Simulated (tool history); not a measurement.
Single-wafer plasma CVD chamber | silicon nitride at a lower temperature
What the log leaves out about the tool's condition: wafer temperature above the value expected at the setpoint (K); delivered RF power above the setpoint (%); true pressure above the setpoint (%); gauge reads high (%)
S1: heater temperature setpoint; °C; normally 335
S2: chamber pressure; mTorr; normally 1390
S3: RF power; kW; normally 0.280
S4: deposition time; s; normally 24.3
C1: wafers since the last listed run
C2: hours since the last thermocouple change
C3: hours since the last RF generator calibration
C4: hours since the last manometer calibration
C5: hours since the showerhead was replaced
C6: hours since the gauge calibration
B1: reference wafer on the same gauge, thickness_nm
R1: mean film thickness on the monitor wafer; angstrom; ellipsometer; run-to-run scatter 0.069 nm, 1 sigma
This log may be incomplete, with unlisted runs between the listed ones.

Run 1, hour 0.0: usual settings; C1 0; C2 1184.5; C3 789.1; C4 1781.8; C5 4837.9; C6 1084.3; B1 21.311. Result: R1 262.62 angstrom.
Run 2, hour 37.7: usual settings but S1 343 °C; C1 1385; C2 1222.2; C3 826.8; C4 1819.5; C5 4875.6; C6 1122.0; B1 21.305. Result: R1 261.72 angstrom.
Run 3, hour 109.0: usual settings but S1 343 °C; C1 2620; C2 1293.5; C3 898.1; C4 1890.8; C5 4946.9; C6 1193.3; B1 21.309. Result: R1 261.52 angstrom.
Run 4, hour 173.2: usual settings but S1 343 °C; C1 2359; C2 1357.7; C3 962.3; C4 1955.0; C5 5011.1; C6 1257.5; B1 21.322. Result: R1 261.59 angstrom.
Run 5, hour 215.8: usual settings but S1 343 °C, S2 1150 mTorr; C1 1565; C2 1400.3; C3 1004.9; C4 1997.6; C5 5053.7; C6 1300.1; B1 21.289. Result: R1 250.41 angstrom.
Run 6, hour 253.8: usual settings but S1 343 °C, S2 1150 mTorr; C1 1396; C2 1438.3; C3 1042.9; C4 2035.6; C5 5091.7; C6 1338.1; B1 21.287. Result: R1 249.74 angstrom.
Run 7, hour 295.6: usual settings; C1 1536; C2 1480.1; C3 1084.7; C4 2077.4; C5 5133.5; C6 1379.9; B1 21.325. Result: R1 261.88 angstrom.
Run 8, hour 397.8: usual settings; C1 3756; C2 1582.3; C3 1186.9; C4 2179.6; C5 5235.7; C6 1482.1; B1 21.279. Result: R1 260.97 angstrom.
Run 9, hour 462.3: usual settings; C1 2370; C2 1646.8; C3 1251.4; C4 2244.1; C5 5300.2; C6 1546.6; B1 21.325. Result: R1 262.64 angstrom.
At hour 473.6: RF generator calibrated.
Run 10, hour 501.6: usual settings; C1 1150; C2 1686.1; C3 28.0; C4 2283.4; C5 5339.5; C6 1585.9; B1 21.292. Result: R1 264.92 angstrom.
Run 11, hour 555.7: usual settings; C1 1988; C2 1740.2; C3 82.1; C4 2337.5; C5 5393.6; C6 1640.0; B1 21.307. Result: R1 265.75 angstrom.
Run 12, hour 633.6: usual settings; C1 2863; C2 1818.1; C3 160.0; C4 2415.4; C5 5471.5; C6 1717.9; B1 21.291. Result: R1 265.15 angstrom.
Run 13, hour 717.8: usual settings; C1 3094; C2 1902.3; C3 244.2; C4 2499.6; C5 5555.7; C6 1802.1; B1 21.297. Result: R1 265.76 angstrom.
Run 14, hour 809.2: usual settings but S1 328 °C; C1 3359; C2 1993.7; C3 335.6; C4 2591.0; C5 5647.1; C6 1893.5; B1 21.316. Result: R1 265.16 angstrom.
At hour 839.9: capacitance manometer re-zeroed and calibrated.
Run 15, hour 895.9: usual settings but S1 342 °C; C1 2892; C2 2080.4; C3 422.3; C4 56.0; C5 5733.8; C6 1980.2; B1 21.301. Result: R1 263.64 angstrom.
Run 16, hour 992.0: usual settings but S1 341 °C, S2 1680 mTorr, S3 0.320 kW, S4 26.4 s; C1 3532; C2 2176.5; C3 518.4; C4 152.1; C5 5829.9; C6 2076.3; B1 21.302. Result: R1 329.56 angstrom.
At hour 1011.5: thermocouple changed; heater temperature recalibrated.
Run 17, hour 1099.5: usual settings but S1 340 °C, S2 1040 mTorr; C1 3656; C2 88.0; C3 625.9; C4 259.6; C5 5937.4; C6 2183.8; B1 21.311. Result: R1 245.62 angstrom.
Run 18, hour 1149.0: usual settings but S1 349 °C, S2 1700 mTorr, S3 0.320 kW, S4 25.5 s; C1 1819; C2 137.5; C3 675.4; C4 309.1; C5 5986.9; C6 2233.3; B1 21.289. Result: R1 318.92 angstrom.
Run 19, hour 1214.2: usual settings but S1 339 °C, S2 1700 mTorr, S3 0.310 kW, S4 21.3 s; C1 2396; C2 202.7; C3 740.6; C4 374.3; C5 6052.1; C6 2298.5; B1 21.291. Result: R1 260.97 angstrom.
At hour 1268.8: gauge calibrated.
At hour 1361.2: showerhead replaced, of another model than before.
Run 20, hour 1411.7: usual settings; C1 6964; C2 400.2; C3 938.1; C4 571.8; C5 50.5; C6 142.9; B1 21.327. Result: R1 264.42 angstrom.
Run 21, hour 1461.0: usual settings; C1 1811; C2 449.5; C3 987.4; C4 621.1; C5 99.8; C6 192.2; B1 21.301. Result: R1 264.56 angstrom.
Run 22, hour 1549.5: usual settings but S1 324 °C, S2 1710 mTorr; C1 3252; C2 538.0; C3 1075.9; C4 709.6; C5 188.3; C6 280.7; B1 21.333. Result: R1 283.53 angstrom.
Run 23, hour 1599.3: usual settings; C1 1830; C2 587.8; C3 1125.7; C4 759.4; C5 238.1; C6 330.5; B1 21.287. Result: R1 263.88 angstrom.
At hour 1673.9: RF generator calibrated.
Run 24, hour 1696.8: usual settings but S2 1220 mTorr; C1 3289; C2 685.3; C3 22.9; C4 856.9; C5 335.6; C6 428.0; B1 21.321. Result: R1 253.30 angstrom.
Run 25, hour 1735.1: usual settings but S1 348 °C, S2 1180 mTorr, S3 0.325 kW, S4 25.7 s; C1 1407; C2 723.6; C3 61.2; C4 895.2; C5 373.9; C6 466.3; B1 21.296. Result: R1 280.20 angstrom.
Run 26, hour 1797.8: usual settings but S1 330 °C, S2 1720 mTorr; C1 2304; C2 786.3; C3 123.9; C4 957.9; C5 436.6; C6 529.0; B1 21.276. Result: R1 284.52 angstrom.
Run 27, hour 1897.9: usual settings; C1 3679; C2 886.4; C3 224.0; C4 1058.0; C5 536.7; C6 629.1; B1 21.315. Result: R1 264.98 angstrom.
Run 28, hour 1976.9: usual settings but S3 0.230 kW, S4 20.4 s; C1 2903; C2 965.4; C3 303.0; C4 1137.0; C5 615.7; C6 708.1; B1 21.279. Result: R1 205.41 angstrom.

Branching from run 28: 4 alternative next runs. What would each branch give?
Run A, hour 1977.3: usual settings; C1 14; C2 965.8; C3 303.4; C4 1137.4; C5 616.1; C6 708.5; B1 ?. Result: R1 ?.
Run B, hour 1977.3: usual settings but S2 1540 mTorr, S4 21.5 s; C1 14; C2 965.8; C3 303.4; C4 1137.4; C5 616.1; C6 708.5; B1 ?. Result: R1 ?.
Run C, hour 1977.3: usual settings but S3 0.245 kW, S4 23.0 s; C1 14; C2 965.8; C3 303.4; C4 1137.4; C5 616.1; C6 708.5; B1 ?. Result: R1 ?.
Run D, hour 1977.3: usual settings but S3 0.250 kW; C1 14; C2 965.8; C3 303.4; C4 1137.4; C5 616.1; C6 708.5; B1 ?. Result: R1 ?.

run      B1      R1
  A  21.281  264.93
  B  21.281  242.72
  C  21.281  238.03
  D  21.281  253.42
The same runs, with their run-to-run variation unchanged, on a tool lacking any hidden condition would have given:
run      R1
  A  265.65
  B  243.38
  C  238.70
  D  254.13
